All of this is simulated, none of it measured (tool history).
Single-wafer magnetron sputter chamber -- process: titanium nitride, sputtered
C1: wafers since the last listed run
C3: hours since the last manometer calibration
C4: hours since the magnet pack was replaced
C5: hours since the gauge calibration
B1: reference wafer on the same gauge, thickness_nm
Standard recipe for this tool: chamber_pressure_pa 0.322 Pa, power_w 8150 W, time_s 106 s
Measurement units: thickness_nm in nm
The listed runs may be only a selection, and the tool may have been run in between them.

{"run": 1, "hour": 0.0, "chamber_pressure_pa": 0.322, "power_w": 8150, "time_s": 106, "C1": 0, "wafers on the sputter target": 2776, "C3": 3059.1, "C4": 6086.8, "C5": 15.7, "B1": 198.885, "thickness_nm": 162.176}
{"run": 2, "hour": 11.6, "chamber_pressure_pa": 0.322, "power_w": 8150, "time_s": 106, "C1": 83, "wafers on the sputter target": 2860, "C3": 3070.7, "C4": 6098.4, "C5": 27.3, "B1": 198.987, "thickness_nm": 161.237}
{"run": 3, "hour": 20.8, "chamber_pressure_pa": 0.322, "power_w": 8150, "time_s": 106, "C1": 66, "wafers on the sputter target": 2926, "C3": 3079.9, "C4": 6107.6, "C5": 36.5, "B1": 199.081, "thickness_nm": 161.546}
{"run": 4, "hour": 35.3, "chamber_pressure_pa": 0.322, "power_w": 8150, "time_s": 95, "C1": 104, "wafers on the sputter target": 3031, "C3": 3094.4, "C4": 6122.1, "C5": 51, "B1": 198.907, "thickness_nm": 142.305}
{"run": 5, "hour": 42.3, "chamber_pressure_pa": 0.322, "power_w": 8150, "time_s": 95, "C1": 50, "wafers on the sputter target": 3081, "C3": 3101.4, "C4": 6129.1, "C5": 58, "B1": 199.061, "thickness_nm": 142.889}
{"run": 6, "hour": 54.4, "chamber_pressure_pa": 0.322, "power_w": 8150, "time_s": 95, "C1": 87, "wafers on the sputter target": 3169, "C3": 3113.5, "C4": 6141.2, "C5": 70.1, "B1": 198.838, "thickness_nm": 143.473}
{"run": 7, "hour": 69.4, "chamber_pressure_pa": 0.322, "power_w": 7750, "time_s": 119, "C1": 108, "wafers on the sputter target": 3277, "C3": 3128.5, "C4": 6156.2, "C5": 85.1, "B1": 199.129, "thickness_nm": 171.584}
{"run": 8, "hour": 81.6, "chamber_pressure_pa": 0.322, "power_w": 7750, "time_s": 119, "C1": 88, "wafers on the sputter target": 3365, "C3": 3140.7, "C4": 6168.4, "C5": 97.3, "B1": 198.872, "thickness_nm": 172}
{"run": 9, "hour": 98.6, "chamber_pressure_pa": 0.322, "power_w": 8150, "time_s": 106, "C1": 122, "wafers on the sputter target": 3488, "C3": 3157.7, "C4": 6185.4, "C5": 114.3, "B1": 199.137, "thickness_nm": 156.691}
{"run": 10, "hour": 109.5, "chamber_pressure_pa": 0.322, "power_w": 8150, "time_s": 106, "C1": 78, "wafers on the sputter target": 3567, "C3": 3168.6, "C4": 6196.3, "C5": 125.2, "B1": 199.114, "thickness_nm": 156.685}
{"run": 11, "hour": 122.2, "chamber_pressure_pa": 0.282, "power_w": 9700, "time_s": 120, "C1": 91, "wafers on the sputter target": 3658, "C3": 3181.3, "C4": 6209, "C5": 137.9, "B1": 199.106, "thickness_nm": 206.791}
{"run": 12, "hour": 129.3, "chamber_pressure_pa": 0.322, "power_w": 8150, "time_s": 106, "C1": 51, "wafers on the sputter target": 3710, "C3": 3188.4, "C4": 6216.1, "C5": 145, "B1": 199.064, "thickness_nm": 155.56}
{"run": 13, "hour": 136.2, "chamber_pressure_pa": 0.434, "power_w": 9800, "time_s": 90, "C1": 49, "wafers on the sputter target": 3759, "C3": 3195.3, "C4": 6223, "C5": 151.9, "B1": 199.136, "thickness_nm": 148.787}
{"run": 14, "hour": 145.2, "chamber_pressure_pa": 0.194, "power_w": 8150, "time_s": 106, "C1": 64, "wafers on the sputter target": 3824, "C3": 3204.3, "C4": 6232, "C5": 160.9, "B1": 199.332, "thickness_nm": 163.628}
{"run": 15, "hour": 158.0, "chamber_pressure_pa": 0.41, "power_w": 9150, "time_s": 114, "C1": 92, "wafers on the sputter target": 3917, "C3": 3217.1, "C4": 6244.8, "C5": 173.7, "B1": 199.095, "thickness_nm": 178.082}

Expected results for the next run?
{"hour": 164.0, "done": "gauge calibrated"}
{"hour": 169.0, "done": "sputter target and shields replaced"}
{"hour": 169.1, "done": "magnet pack replaced"}
{"run": 16, "hour": 169.5, "chamber_pressure_pa": 0.409, "power_w": 9450, "time_s": 106, "C1": 24, "wafers on the sputter target": 3, "C3": 3228.6, "C4": 0.4, "C5": 5.5, "B1": "?", "thickness_nm": "?"}

B1: 199.124
thickness_nm: 182.361 nm
If the tool had no hidden condition, the same run with the same run-to-run variation would have returned thickness_nm 182.429 nm.
